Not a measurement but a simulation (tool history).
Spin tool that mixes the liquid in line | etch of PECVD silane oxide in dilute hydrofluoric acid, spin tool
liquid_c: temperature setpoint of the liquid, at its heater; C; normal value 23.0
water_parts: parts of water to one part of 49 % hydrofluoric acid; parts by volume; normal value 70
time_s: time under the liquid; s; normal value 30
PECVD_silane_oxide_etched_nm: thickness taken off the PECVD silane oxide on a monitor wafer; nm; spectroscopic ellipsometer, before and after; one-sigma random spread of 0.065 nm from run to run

run	hour	liquid_c	water_parts	time_s	read-back film thickness of the PECVD silane oxide reference wafer, read on the same gauge (nm)	PECVD_silane_oxide_etched_nm
1	0.0	23.0	70	35	80.03	14.28
2	42.7	23.0	70	35	80.01	14.17
3	101.9	23.0	70	35	80.00	14.34
4	138.1	23.0	70	30	79.99	12.41
5	190.7	23.0	70	30	80.00	12.32
6	243.2	23.0	70	30	80.01	12.49
7	290.9	25.5	70	30	79.98	13.76
8	348.5	23.0	70	30	79.99	12.45
9	417.5	18.5	90	40	80.00	10.55
10	474.8	23.0	70	35	80.00	14.87
# hour 485.8: gauge calibrated
# hour 518.6: thermometer replaced
# hour 555.3: hydrofluoric acid flow meter replaced
11	654.6	23.0	55	30	80.01	16.98
12	681.9	25.0	70	15	80.03	7.14
# hour 741.7: thermometer replaced, repeated, since the last time left the tool worse
13	750.3	23.0	70	30	80.02	12.31
14	793.6	18.5	90	30	79.99	7.74
15	849.6	18.0	80	40	79.99	11.52
16	903.0	21.0	50	30	80.05	16.24

Table of differences, measured result less the result of that run with no hidden state. Run-to-run variation is the same in both. Gauge scatter possibly is not:
The tool's hidden condition here consists of: liquid hotter than its thermometer reads (K); hydrofluoric acid flow above the setpoint (%); gauge reads high (%).
run	PECVD_silane_oxide_etched_nm
1	+0.08
2	+0.12
3	+0.16
4	+0.16
5	+0.20
6	+0.24
7	+0.30
8	+0.31
9	+0.31
10	+0.47
11	+1.22
12	+0.51
13	+0.06
14	+0.05
15	+0.12
16	+0.22

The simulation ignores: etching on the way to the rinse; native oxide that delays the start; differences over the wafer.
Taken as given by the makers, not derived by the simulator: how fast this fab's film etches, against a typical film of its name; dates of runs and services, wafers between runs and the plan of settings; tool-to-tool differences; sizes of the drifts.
